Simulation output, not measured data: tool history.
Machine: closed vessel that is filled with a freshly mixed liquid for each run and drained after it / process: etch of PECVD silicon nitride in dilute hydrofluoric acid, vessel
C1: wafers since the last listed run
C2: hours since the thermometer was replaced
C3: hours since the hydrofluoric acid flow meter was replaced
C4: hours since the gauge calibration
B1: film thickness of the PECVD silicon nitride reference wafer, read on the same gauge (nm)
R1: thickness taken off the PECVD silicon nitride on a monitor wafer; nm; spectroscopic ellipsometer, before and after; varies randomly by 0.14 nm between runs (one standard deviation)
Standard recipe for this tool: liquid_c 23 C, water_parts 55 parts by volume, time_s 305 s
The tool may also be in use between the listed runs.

Run 1, hour 0: usual settings but time_s 265 s; C1 0; C2 1161; C3 843.5; C4 73.2; B1 99.98. Result: R1 24.51 nm.
Run 2, hour 53.6: usual settings; C1 3102; C2 1214.6; C3 897.1; C4 126.8; B1 99.96. Result: R1 28.26 nm.
Run 3, hour 91.1: usual settings; C1 2170; C2 1252.1; C3 934.6; C4 164.3; B1 99.98. Result: R1 27.88 nm.
Run 4, hour 296: usual settings but liquid_c 19 C, time_s 440 s; C1 11860; C2 1457; C3 1139.5; C4 369.2; B1 100. Result: R1 31.13 nm.
Run 5, hour 349.4: usual settings but liquid_c 19 C, time_s 440 s; C1 3090; C2 1510.4; C3 1192.9; C4 422.6; B1 100. Result: R1 30.97 nm.
Run 6, hour 420.5: usual settings; C1 4115; C2 1581.5; C3 1264; C4 493.7; B1 99.99. Result: R1 28.33 nm.
Run 7, hour 449.8: usual settings; C1 1695; C2 1610.8; C3 1293.3; C4 523; B1 100.02. Result: R1 28.28 nm.
Run 8, hour 518.9: usual settings; C1 3999; C2 1679.9; C3 1362.4; C4 592.1; B1 100.04. Result: R1 28.3 nm.
Run 9, hour 546.5: usual settings but liquid_c 21 C; C1 1597; C2 1707.5; C3 1390; C4 619.7; B1 99.98. Result: R1 24.58 nm.
At hour 561.3: hydrofluoric acid flow meter replaced.
Run 10, hour 712.9: usual settings but liquid_c 21 C; C1 9573; C2 1873.9; C3 151.6; C4 786.1; B1 99.99. Result: R1 24.75 nm.
Run 11, hour 759.8: usual settings but water_parts 40 parts by volume; C1 2714; C2 1920.8; C3 198.5; C4 833; B1 99.99. Result: R1 38.42 nm.
Run 12, hour 828.3: usual settings but liquid_c 27.5 C, water_parts 85 parts by volume, time_s 190 s; C1 3964; C2 1989.3; C3 267; C4 901.5; B1 100. Result: R1 15.52 nm.
Run 13, hour 892.6: usual settings but liquid_c 27.5 C, water_parts 30 parts by volume, time_s 235 s; C1 3721; C2 2053.6; C3 331.3; C4 965.8; B1 99.99. Result: R1 53.77 nm.
Run 14, hour 957: usual settings; C1 3727; C2 2118; C3 395.7; C4 1030.2; B1 99.97. Result: R1 28.05 nm.
At hour 1042.9: gauge calibrated.
At hour 1060.5: thermometer replaced.
Run 15, hour 1138.6: usual settings but liquid_c 24.5 C, water_parts 40 parts by volume, time_s 410 s; C1 10453; C2 78.1; C3 577.3; C4 95.7; B1 100.01. Result: R1 56.85 nm.
Run 16, hour 1169.5: usual settings; C1 1788; C2 109; C3 608.2; C4 126.6; B1 99.95. Result: R1 28.07 nm.
Run 17, hour 1198.1: usual settings; C1 1655; C2 137.6; C3 636.8; C4 155.2; B1 100. Result: R1 28.1 nm.
Run 18, hour 1260.8: usual settings but water_parts 45 parts by volume, time_s 415 s; C1 3629; C2 200.3; C3 699.5; C4 217.9; B1 100.02. Result: R1 46.58 nm.
Run 19, hour 1326.5: usual settings but water_parts 70 parts by volume; C1 3802; C2 266; C3 765.2; C4 283.6; B1 100. Result: R1 22.21 nm.
Run 20, hour 1357: usual settings but liquid_c 18 C, water_parts 35 parts by volume, time_s 425 s; C1 1765; C2 296.5; C3 795.7; C4 314.1; B1 99.99. Result: R1 42.82 nm.
Run 21, hour 1411.7: usual settings but liquid_c 24.5 C; C1 3166; C2 351.2; C3 850.4; C4 368.8; B1 99.99. Result: R1 31.33 nm.

List, for all runs, the conditions of the tool that the log does not record:
liquid hotter than its thermometer reads (K): 0 across all the runs
hydrofluoric acid flow below the setpoint (%): 0 across all the runs
gauge reads high (%): 0 across all the runs
